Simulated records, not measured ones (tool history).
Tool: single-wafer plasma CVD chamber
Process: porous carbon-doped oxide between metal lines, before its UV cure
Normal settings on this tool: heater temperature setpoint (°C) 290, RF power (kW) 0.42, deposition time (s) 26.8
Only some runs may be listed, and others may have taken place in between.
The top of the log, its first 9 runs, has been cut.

run,day,heater temperature setpoint (°C),RF power (kW),deposition time (s),"read-back reference wafer on the same gauge, thickness_nm",mean film thickness on the monitor wafer (nm)
10,14.754,290,0.42,26.8,143.571,139.619
11,16.221,290,0.42,26.8,143.727,139.702
12,17.421,290,0.42,26.8,143.877,139.599
13,18.792,290,0.42,26.8,143.822,139.336
14,19.958,290,0.47,23,144.146,131.821
15,21.358,290,0.36,26.8,143.942,123.946
16,22.038,277,0.42,26.8,144.399,153.545
17,23.188,275,0.345,29.9,144.389,148.533
18,24.183,290,0.42,26.8,144.254,139.79
19,25.529,277,0.42,30.5,144.006,174.389
# day 26.3: thermocouple changed; heater temperature recalibrated
20,26.358,297,0.5,26.8,144.309,151.665
21,26.962,290,0.395,32,144.006,159.4
# day 27.617: showerhead replaced
22,28.383,298,0.42,30.7,144.601,152.253
23,29.692,285,0.395,26.8,144.144,138.032
24,30.538,290,0.42,26.8,144.444,139.957
25,31.05,305,0.42,21.6,144.143,102.903
26,31.842,295,0.42,24.9,144.538,126.822
# day 32.479: gauge calibrated
27,32.529,284,0.42,26.8,142.384,144.442
28,33.192,277,0.42,30.5,142.507,172.142
29,33.708,290,0.42,26.8,142.508,138.344
30,34.317,290,0.42,23.1,143.111,119.824
31,35.496,290,0.5,31.4,143.145,184.251
32,36.604,290,0.42,26.8,143.489,139.164
33,37.392,290,0.445,26.8,143.658,146.55

Alternative continuations, all from the tool just after run 33; predict every row:
A,37.408,290,0.42,31.8,?,?
B,37.408,294,0.42,26.8,?,?
C,37.408,290,0.47,26.8,?,?
D,37.408,286,0.37,26.8,?,?
E,37.408,304,0.35,29.3,?,?

run,"read-back reference wafer on the same gauge, thickness_nm",mean film thickness on the monitor wafer (nm)
A,143.502,164.328
B,143.502,135.508
C,143.502,151.406
D,143.502,129.629
E,143.502,119.901
With no hidden state in the tool, these same runs would have given:
run,mean film thickness on the monitor wafer (nm)
A,162.564
B,134.053
C,149.781
D,128.237
E,118.614
